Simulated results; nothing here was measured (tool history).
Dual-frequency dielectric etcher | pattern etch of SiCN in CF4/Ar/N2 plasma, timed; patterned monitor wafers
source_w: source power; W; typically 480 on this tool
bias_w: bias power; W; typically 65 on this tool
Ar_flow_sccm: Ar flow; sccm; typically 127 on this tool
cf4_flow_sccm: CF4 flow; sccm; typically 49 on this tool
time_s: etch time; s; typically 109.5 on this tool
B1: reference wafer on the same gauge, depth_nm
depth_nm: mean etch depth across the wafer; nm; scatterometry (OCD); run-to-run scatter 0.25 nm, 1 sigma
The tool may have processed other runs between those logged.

Run 1, hour 0: usual settings but time_s 96 s; B1 89.3. Result: depth_nm 82.4 nm.
Run 2, hour 10.7: usual settings but time_s 96 s; B1 89.3. Result: depth_nm 82.9 nm.
At hour 40.7: upper electrode replaced.
Run 3, hour 48: usual settings but time_s 87.5 s; B1 89.3. Result: depth_nm 75.8 nm.
At hour 54.9: source power generator calibrated.
Run 4, hour 55.4: usual settings but time_s 87.5 s; B1 89.3. Result: depth_nm 75.5 nm.
At hour 71.8: CF4 flow controller replaced.
Run 5, hour 72.3: usual settings; B1 89.3. Result: depth_nm 94.9 nm.
At hour 95.2: Ar flow controller replaced.
At hour 95.7: bias power generator calibrated.
Run 6, hour 118.2: usual settings; B1 89.3. Result: depth_nm 95.2 nm.
Run 7, hour 128.3: usual settings; B1 89.2. Result: depth_nm 94.5 nm.
Run 8, hour 144: usual settings but Ar_flow_sccm 158 sccm, cf4_flow_sccm 37 sccm; B1 89.4. Result: depth_nm 86.7 nm.
At hour 158.9: gauge calibrated.
At hour 168.9: wet clean of the chamber.
Run 9, hour 169.4: usual settings but source_w 580 W, bias_w 75 W, cf4_flow_sccm 59 sccm, time_s 80 s; B1 89.3. Result: depth_nm 90.9 nm.
Run 10, hour 169.7: usual settings but source_w 450 W, Ar_flow_sccm 143 sccm, cf4_flow_sccm 55 sccm; B1 89.3. Result: depth_nm 87.8 nm.
Run 11, hour 178.4: usual settings but bias_w 56 W, Ar_flow_sccm 99 sccm, cf4_flow_sccm 43 sccm, time_s 79 s; B1 89.2. Result: depth_nm 67 nm.
Run 12, hour 189.3: usual settings but bias_w 76 W; B1 89.2. Result: depth_nm 100.6 nm.
Run 13, hour 207.3: usual settings; B1 89.4. Result: depth_nm 94.5 nm.
Run 14, hour 223.3: usual settings; B1 89.4. Result: depth_nm 94.7 nm.
Run 15, hour 230.5: usual settings but cf4_flow_sccm 40 sccm, time_s 119.5 s; B1 89.3. Result: depth_nm 100 nm.
Run 16, hour 246.7: usual settings but bias_w 52 W, time_s 77.5 s; B1 89.4. Result: depth_nm 61.8 nm.
Run 17, hour 256.3: usual settings but time_s 135 s; B1 89.4. Result: depth_nm 116.3 nm.
Run 18, hour 280: usual settings but time_s 96 s; B1 89.3. Result: depth_nm 83 nm.
Run 19, hour 297.7: usual settings; B1 89.2. Result: depth_nm 95 nm.
Run 20, hour 304.2: usual settings; B1 89.2. Result: depth_nm 94.6 nm.

Below are 5 alternative next runs, each starting from the tool's condition after run 20. Predict each:
Run A, hour 304.6: usual settings but Ar_flow_sccm 118 sccm; B1 ?. Result: depth_nm ?.
Run B, hour 304.6: usual settings but bias_w 77 W; B1 ?. Result: depth_nm ?.
Run C, hour 304.6: usual settings but source_w 520 W, bias_w 70 W; B1 ?. Result: depth_nm ?.
Run D, hour 304.6: usual settings but source_w 400 W; B1 ?. Result: depth_nm ?.
Run E, hour 304.6: usual settings but bias_w 70 W, cf4_flow_sccm 54 sccm, time_s 98.5 s; B1 ?. Result: depth_nm ?.

run    B1  depth_nm
  A  89.3      96.1
  B  89.3       101
  C  89.3     105.8
  D  89.3        78
  E  89.3      88.9
Stripped of hidden state, with their random variation kept, the same runs would have yielded:
run  depth_nm
  A      96.1
  B       101
  C     105.8
  D        78
  E      88.9
